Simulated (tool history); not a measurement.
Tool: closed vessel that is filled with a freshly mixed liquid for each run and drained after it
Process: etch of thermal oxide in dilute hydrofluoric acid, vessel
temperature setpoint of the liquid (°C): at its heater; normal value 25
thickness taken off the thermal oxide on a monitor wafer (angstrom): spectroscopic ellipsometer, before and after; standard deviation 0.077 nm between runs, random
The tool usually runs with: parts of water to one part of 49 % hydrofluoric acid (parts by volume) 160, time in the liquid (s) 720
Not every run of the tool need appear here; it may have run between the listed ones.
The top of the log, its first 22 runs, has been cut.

run,hour,temperature setpoint of the liquid (°C),parts of water to one part of 49 % hydrofluoric acid (parts by volume),time in the liquid (s),"read-back film thickness of the thermal oxide reference wafer, read on the same gauge (nm)",thickness taken off the thermal oxide on a monitor wafer (angstrom)
# hour 1691.1: hydrofluoric acid flow meter replaced
23,1697.8,28.5,160,720,49.95,225
24,1755.3,25,160,720,50.03,197.8
25,1849.6,26.5,120,445,50,182.2
26,1894.4,25,160,720,50,200.4
27,1961.9,23,160,720,50.02,185.3
28,2033.4,26.5,160,350,50.02,102.9
29,2096.5,23,160,540,49.99,138.5
# hour 2117.9: gauge calibrated
# hour 2159.2: hydrofluoric acid flow meter replaced
30,2199,25,160,720,50,197.4

5 options for the next run, each taken on its own from the tool as it stands now. Forecast them:
A,2199.8,25,160,720,?,?
B,2199.8,29.5,235,840,?,?
C,2199.8,29.5,125,865,?,?
D,2199.8,25,190,440,?,?
E,2199.8,21.5,160,970,?,?

run,"read-back film thickness of the thermal oxide reference wafer, read on the same gauge (nm)",thickness taken off the thermal oxide on a monitor wafer (angstrom)
A,50,199.7
B,50,170.7
C,50,379.2
D,50,99.3
E,50,235.3
Take away the tool's hidden state, keep each run's random variation, and the runs would have read:
run,thickness taken off the thermal oxide on a monitor wafer (angstrom)
A,199.7
B,170.7
C,379.2
D,99.3
E,235.3

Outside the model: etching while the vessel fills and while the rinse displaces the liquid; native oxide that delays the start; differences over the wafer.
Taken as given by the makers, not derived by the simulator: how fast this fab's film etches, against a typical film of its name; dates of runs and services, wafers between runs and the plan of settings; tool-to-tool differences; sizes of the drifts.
